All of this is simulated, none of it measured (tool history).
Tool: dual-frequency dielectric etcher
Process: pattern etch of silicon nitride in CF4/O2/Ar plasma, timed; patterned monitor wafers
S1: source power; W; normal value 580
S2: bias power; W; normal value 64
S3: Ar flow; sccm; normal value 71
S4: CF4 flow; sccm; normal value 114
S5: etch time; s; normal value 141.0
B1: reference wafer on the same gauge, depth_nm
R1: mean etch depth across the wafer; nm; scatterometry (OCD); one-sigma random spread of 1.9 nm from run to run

run   hour   S1  S2  S3   S4     S5     B1     R1
  1    0.0  580  64  71  114  141.0  344.7  316.8
  2   14.2  580  64  71  114  141.0  344.5  316.5
      61.1  -- upper electrode replaced
  3   61.6  580  64  71  114  141.0  344.0  312.2
  4   78.0  580  64  71  114  141.0  344.5  311.8
      96.3  -- gauge calibrated
  5  100.9  580  64  71  114  141.0  344.3  312.3
     108.3  -- CF4 flow controller replaced
  6  117.4  580  73  71  114  141.0  343.9  324.9
     146.3  -- source power generator calibrated
  7  147.2  530  64  62  114  141.0  344.5  293.9
  8  176.4  580  64  71  114  141.0  343.8  309.5
     193.4  -- Ar flow controller replaced
  9  193.9  580  64  71  114  158.0  343.9  345.1
 10  226.6  640  64  86  101  180.0  344.2  406.0
 11  252.8  580  64  71  114  141.0  343.7  305.8
 12  280.2  640  64  71  114  182.5  344.5  420.9
     316.1  -- wet clean of the chamber
 13  316.6  580  53  71  134  126.5  344.5  274.1
     350.7  -- bias power generator calibrated
 14  366.3  580  64  80  106  141.0  343.9  311.1

What will run 15 give?
 15  397.2  580  64  71  114  141.0   ?   ?

{"run 15": {"B1": 344.4, "R1": 314.6}}
With the hidden condition absent and the run-to-run variation left alone, this run would have shown R1 313.9 nm.

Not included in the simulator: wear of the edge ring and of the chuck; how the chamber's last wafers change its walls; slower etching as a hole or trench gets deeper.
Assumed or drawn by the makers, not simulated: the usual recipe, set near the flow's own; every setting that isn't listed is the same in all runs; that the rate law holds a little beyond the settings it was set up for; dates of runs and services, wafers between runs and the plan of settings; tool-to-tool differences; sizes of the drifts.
